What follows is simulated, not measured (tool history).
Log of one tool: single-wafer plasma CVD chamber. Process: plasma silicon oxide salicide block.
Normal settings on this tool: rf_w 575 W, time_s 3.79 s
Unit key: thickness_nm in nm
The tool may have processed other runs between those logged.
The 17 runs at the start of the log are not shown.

run    hour  rf_w  time_s  read-back reference wafer on the same gauge, thickness_nm  thickness_nm
 18  1043.5   575    3.79                                                     30.108        32.734
 19  1075.1   575    3.79                                                     30.095        32.554
     1092.1  -- showerhead replaced
 20  1101.9   490    4.21                                                     30.088        35.167
     1135.5  -- RF generator calibrated
 21  1202.0   625    3.58                                                     30.101        31.830
 22  1235.5   650    4.30                                                     30.101        38.560
 23  1277.0   575    4.31                                                     30.109        37.791
 24  1327.8   575    3.79                                                     30.106        33.099
 25  1356.1   605    3.14                                                     30.105        27.830
 26  1390.8   575    3.79                                                     30.089        33.037
     1458.6  -- gauge calibrated
 27  1460.2   640    3.06                                                     30.101        27.360
 28  1566.5   635    3.79                                                     30.113        33.720
 29  1615.6   575    3.79                                                     30.115        32.983
 30  1682.7   490    3.79                                                     30.112        31.913
 31  1746.8   510    4.17                                                     30.096        35.224
 32  1797.1   470    3.46                                                     30.105        28.868
 33  1854.0   575    3.21                                                     30.099        27.743
 34  1908.8   575    3.79                                                     30.099        32.805
 35  1941.1   485    3.79                                                     30.094        31.731
 36  1979.1   670    3.79                                                     30.091        33.663
 37  2029.7   500    3.79                                                     30.088        31.705

Alternative continuations, all from the tool just after run 37; predict every row:
  A  2030.1   575    4.28                                                          ?             ?
  B  2030.1   675    3.54                                                          ?             ?
  C  2030.1   690    4.47                                                          ?             ?
  D  2030.1   575    4.05                                                          ?             ?

run  read-back reference wafer on the same gauge, thickness_nm  thickness_nm
  A                                                     30.105        36.796
  B                                                     30.105        31.501
  C                                                     30.105        39.970
  D                                                     30.105        34.819
With the hidden condition removed and each run's random variation left untouched, the same runs would have given:
run  thickness_nm
  A        37.456
  B        32.066
  C        40.687
  D        35.443

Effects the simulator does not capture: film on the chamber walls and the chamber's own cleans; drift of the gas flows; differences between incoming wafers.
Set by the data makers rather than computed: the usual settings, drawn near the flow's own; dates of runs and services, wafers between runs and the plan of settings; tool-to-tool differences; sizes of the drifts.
